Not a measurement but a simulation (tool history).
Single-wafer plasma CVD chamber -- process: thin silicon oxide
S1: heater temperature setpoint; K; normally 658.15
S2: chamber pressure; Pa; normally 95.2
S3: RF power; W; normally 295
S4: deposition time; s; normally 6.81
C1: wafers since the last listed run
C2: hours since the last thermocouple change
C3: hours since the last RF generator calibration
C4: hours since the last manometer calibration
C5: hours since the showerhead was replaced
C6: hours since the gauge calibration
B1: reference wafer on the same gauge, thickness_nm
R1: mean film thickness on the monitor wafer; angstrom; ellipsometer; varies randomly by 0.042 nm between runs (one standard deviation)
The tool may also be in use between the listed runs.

run   hour      S1     S2   S3    S4    C1      C2      C3      C4      C5     C6      B1      R1
  1      0  658.15   95.2  295  6.81     0  1243.3   730.7    1427  7028.1  366.6    11.8   97.88
  2   18.5  658.15   95.2  295  6.81   539  1261.8   749.2  1445.5  7046.6  385.1  11.794   98.14
  3   52.5  658.15   95.2  295  7.26   991  1295.8   783.2  1479.5  7080.6  419.1  11.799  103.91
  4   67.7  658.15   95.2  295  7.26   443    1311   798.4  1494.7  7095.8  434.3  11.796  103.63
  5   89.9  658.15   95.2  295  7.57   647  1333.2   820.6  1516.9    7118  456.5  11.798  107.87
  6  102.8  658.15  106.9  295  6.81   376  1346.1   833.5  1529.8  7130.9  469.4  11.812  106.44
  7    116  658.15  106.9  295  6.81   384  1359.3   846.7    1543  7144.1  482.6  11.799  105.63
  8    133  658.15  106.9  295  6.81   495  1376.3   863.7    1560  7161.1  499.6   11.79  105.53
  9  146.2  658.15  109.5  295  6.81   384  1389.5   876.9  1573.2  7174.3  512.8    11.8  108.02
     160.6  -- gauge calibrated
 10  166.9  658.15   95.2  310  6.45   603  1410.2   897.6  1593.9    7195    6.3  11.812   93.69
 11  189.7  664.15   95.2  295  7.37   664    1433   920.4  1616.7  7217.8   29.1   11.81  102.91
 12    207  645.15   95.2  295  6.81   504  1450.3   937.7    1634  7235.1   46.4  11.791   96.08
     250.4  -- capacitance manometer re-zeroed and calibrated
 13    266  649.15  102.8  345  6.42  1486  1509.3   996.7    15.6  7294.1  105.4  11.806  114.48
 14  287.1  658.15   95.2  325  7.75   615  1530.4  1017.8    36.7  7315.2  126.5    11.8  123.96
     319.1  -- RF generator calibrated
 15  319.6  650.15   75.6  295  6.81   714  1562.9     0.5    69.2  7347.7    159   11.79   90.49
 16  331.5  658.15   95.2  295  6.81   346  1574.8    12.4    81.1  7359.6  170.9  11.802  108.33
 17  355.1  658.15   95.2  295  6.81   688  1598.4      36   104.7  7383.2  194.5  11.819  108.46
     381.7  -- thermocouple changed; heater temperature recalibrated
       387  -- showerhead replaced
 18  388.2  658.15   95.2  295  7.26   577     6.5    69.1   137.8     1.2  227.6  11.798     115
 19  407.7  658.15  104.8  240  6.81   568      26    88.6   157.3    20.7  247.1  11.789   97.54
 20  428.8  658.15  107.7  295  6.81   615    47.1   109.7   178.4    41.8  268.2  11.797  118.35
 21  462.9  653.15   95.2  295  6.81   994    81.2   143.8   212.5    75.9  302.3  11.788  108.49
 22  484.2  658.15   95.2  295  8.16   620   102.5   165.1   233.8    97.2  323.6  11.794  128.58
 23  503.7  658.15   95.2  295  6.81   568     122   184.6   253.3   116.7  343.1  11.806  107.43

4 ways to go on from here, each from the tool as it stands after run 23. What would each give?
  A  504.1  646.15  95.2  295  6.81  11  122.4  185  253.7  117.1  343.5   ?   ?
  B  504.1  658.15  95.2  295  7.86  11  122.4  185  253.7  117.1  343.5   ?   ?
  C  504.1  658.15  95.2  295  6.24  11  122.4  185  253.7  117.1  343.5   ?   ?
  D  504.1  651.15  76.3  295  6.81  11  122.4  185  253.7  117.1  343.5   ?   ?

run      B1      R1
  A  11.808  107.78
  B  11.808  123.23
  C  11.808   97.88
  D  11.808   89.61
What these runs would have given with no unlogged condition in the tool:
run      R1
  A  109.29
  B  124.96
  C   99.25
  D   90.84
